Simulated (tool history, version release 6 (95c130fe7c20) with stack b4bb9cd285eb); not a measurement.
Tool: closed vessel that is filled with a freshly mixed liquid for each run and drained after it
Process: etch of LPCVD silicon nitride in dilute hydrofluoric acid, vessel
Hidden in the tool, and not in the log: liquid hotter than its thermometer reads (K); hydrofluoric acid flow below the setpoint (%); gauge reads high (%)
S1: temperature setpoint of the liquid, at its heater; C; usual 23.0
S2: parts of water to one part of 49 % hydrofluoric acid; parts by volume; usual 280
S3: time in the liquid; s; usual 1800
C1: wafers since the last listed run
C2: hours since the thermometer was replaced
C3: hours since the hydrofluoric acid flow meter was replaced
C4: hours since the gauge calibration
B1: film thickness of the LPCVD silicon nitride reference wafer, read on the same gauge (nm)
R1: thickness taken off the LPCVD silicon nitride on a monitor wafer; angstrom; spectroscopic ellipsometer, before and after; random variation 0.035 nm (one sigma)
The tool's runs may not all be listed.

Run 1, hour 0.0: usual settings but S2 170 parts by volume; C1 0; C2 1223.5; C3 434.2; C4 1687.9; B1 140.029. Result: R1 41.28 angstrom.
Run 2, hour 53.0: usual settings but S3 2260 s; C1 1296; C2 1276.5; C3 487.2; C4 1740.9; B1 139.985. Result: R1 31.53 angstrom.
Run 3, hour 114.6: usual settings but S3 2260 s; C1 1507; C2 1338.1; C3 548.8; C4 1802.5; B1 139.970. Result: R1 31.72 angstrom.
Run 4, hour 173.9: usual settings but S3 2260 s; C1 1451; C2 1397.4; C3 608.1; C4 1861.8; B1 140.013. Result: R1 31.03 angstrom.
Run 5, hour 201.5: usual settings but S1 20.5 C; C1 675; C2 1425.0; C3 635.7; C4 1889.4; B1 139.969. Result: R1 21.07 angstrom.
At hour 208.1: hydrofluoric acid flow meter replaced.
At hour 233.4: gauge calibrated.
Run 6, hour 270.1: usual settings but S1 20.5 C; C1 1654; C2 1493.6; C3 62.0; C4 36.7; B1 139.995. Result: R1 23.97 angstrom.
Run 7, hour 308.3: usual settings; C1 934; C2 1531.8; C3 100.2; C4 74.9; B1 140.047. Result: R1 27.50 angstrom.
Run 8, hour 362.4: usual settings; C1 1323; C2 1585.9; C3 154.3; C4 129.0; B1 140.047. Result: R1 27.18 angstrom.
At hour 398.9: thermometer replaced.
Run 9, hour 407.9: usual settings; C1 1088; C2 9.0; C3 199.8; C4 174.5; B1 140.000. Result: R1 24.14 angstrom.
Run 10, hour 477.9: usual settings; C1 1712; C2 79.0; C3 269.8; C4 244.5; B1 139.980. Result: R1 23.54 angstrom.
Run 11, hour 516.5: usual settings but S1 26.0 C; C1 944; C2 117.6; C3 308.4; C4 283.1; B1 139.996. Result: R1 28.30 angstrom.
Run 12, hour 557.1: usual settings but S1 19.0 C; C1 993; C2 158.2; C3 349.0; C4 323.7; B1 139.996. Result: R1 18.12 angstrom.
Run 13, hour 622.0: usual settings; C1 1588; C2 223.1; C3 413.9; C4 388.6; B1 139.950. Result: R1 23.40 angstrom.
Run 14, hour 672.4: usual settings; C1 1233; C2 273.5; C3 464.3; C4 439.0; B1 139.999. Result: R1 23.28 angstrom.
Run 15, hour 696.7: usual settings but S1 27.5 C, S2 390 parts by volume; C1 594; C2 297.8; C3 488.6; C4 463.3; B1 139.994. Result: R1 21.66 angstrom.
Run 16, hour 755.9: usual settings but S1 24.5 C, S2 350 parts by volume, S3 760 s; C1 1448; C2 357.0; C3 547.8; C4 522.5; B1 139.990. Result: R1 8.63 angstrom.
Run 17, hour 783.4: usual settings; C1 672; C2 384.5; C3 575.3; C4 550.0; B1 140.048. Result: R1 22.63 angstrom.
Run 18, hour 838.0: usual settings; C1 1336; C2 439.1; C3 629.9; C4 604.6; B1 140.005. Result: R1 23.14 angstrom.
At hour 852.5: hydrofluoric acid flow meter replaced.
Run 19, hour 864.1: usual settings but S1 26.5 C, S2 205 parts by volume, S3 2580 s; C1 614; C2 465.2; C3 11.6; C4 630.7; B1 139.964. Result: R1 62.60 angstrom.
Run 20, hour 935.8: usual settings; C1 1754; C2 536.9; C3 83.3; C4 702.4; B1 140.052. Result: R1 25.63 angstrom.
Run 21, hour 965.6: usual settings; C1 729; C2 566.7; C3 113.1; C4 732.2; B1 140.028. Result: R1 26.02 angstrom.
Run 22, hour 1015.6: usual settings; C1 1223; C2 616.7; C3 163.1; C4 782.2; B1 140.037. Result: R1 25.25 angstrom.
Run 23, hour 1070.5: usual settings but S1 18.5 C; C1 1343; C2 671.6; C3 218.0; C4 837.1; B1 139.974. Result: R1 19.06 angstrom.
Run 24, hour 1130.3: usual settings but S3 2330 s; C1 1463; C2 731.4; C3 277.8; C4 896.9; B1 139.977. Result: R1 32.14 angstrom.
Run 25, hour 1193.2: usual settings but S1 25.5 C, S3 970 s; C1 1539; C2 794.3; C3 340.7; C4 959.8; B1 140.015. Result: R1 15.49 angstrom.
Run 26, hour 1237.8: usual settings but S1 25.0 C, S2 225 parts by volume, S3 1250 s; C1 1091; C2 838.9; C3 385.3; C4 1004.4; B1 140.034. Result: R1 24.50 angstrom.
Run 27, hour 1270.3: usual settings but S1 19.0 C, S2 160 parts by volume, S3 2715 s; C1 795; C2 871.4; C3 417.8; C4 1036.9; B1 139.957. Result: R1 51.24 angstrom.
Run 28, hour 1305.6: usual settings but S1 26.5 C, S2 350 parts by volume, S3 2455 s; C1 863; C2 906.7; C3 453.1; C4 1072.2; B1 140.022. Result: R1 32.82 angstrom.
Run 29, hour 1367.1: usual settings but S1 21.0 C, S2 145 parts by volume, S3 2270 s; C1 1504; C2 968.2; C3 514.6; C4 1133.7; B1 139.936. Result: R1 51.81 angstrom.
Run 30, hour 1438.8: usual settings but S2 355 parts by volume; C1 1754; C2 1039.9; C3 586.3; C4 1205.4; B1 140.010. Result: R1 19.11 angstrom.
Run 31, hour 1500.4: usual settings but S1 27.5 C, S3 955 s; C1 1507; C2 1101.5; C3 647.9; C4 1267.0; B1 139.973. Result: R1 16.70 angstrom.
Run 32, hour 1546.4: usual settings but S1 26.5 C, S2 350 parts by volume, S3 2455 s; C1 1125; C2 1147.5; C3 693.9; C4 1313.0; B1 140.060. Result: R1 32.35 angstrom.
At hour 1581.2: hydrofluoric acid flow meter replaced.
Run 33, hour 1587.9: usual settings but S1 21.0 C; C1 991; C2 1189.0; C3 6.7; C4 1354.5; B1 139.997. Result: R1 23.61 angstrom.

3 ways to go on from here, each from the tool as it stands after run 33. What would each give?
Run A, hour 1589.1: usual settings; C1 29; C2 1190.2; C3 7.9; C4 1355.7; B1 ?. Result: R1 ?.
Run B, hour 1589.1: usual settings but S1 21.0 C, S2 155 parts by volume, S3 1280 s; C1 29; C2 1190.2; C3 7.9; C4 1355.7; B1 ?. Result: R1 ?.
Run C, hour 1589.1: usual settings but S2 190 parts by volume; C1 29; C2 1190.2; C3 7.9; C4 1355.7; B1 ?. Result: R1 ?.

run       B1     R1
  A  140.068  26.86
  B  140.068  30.21
  C  140.068  39.49
Without the tool's hidden state the same runs would have given:
run     R1
  A  24.99
  B  27.92
  C  36.62

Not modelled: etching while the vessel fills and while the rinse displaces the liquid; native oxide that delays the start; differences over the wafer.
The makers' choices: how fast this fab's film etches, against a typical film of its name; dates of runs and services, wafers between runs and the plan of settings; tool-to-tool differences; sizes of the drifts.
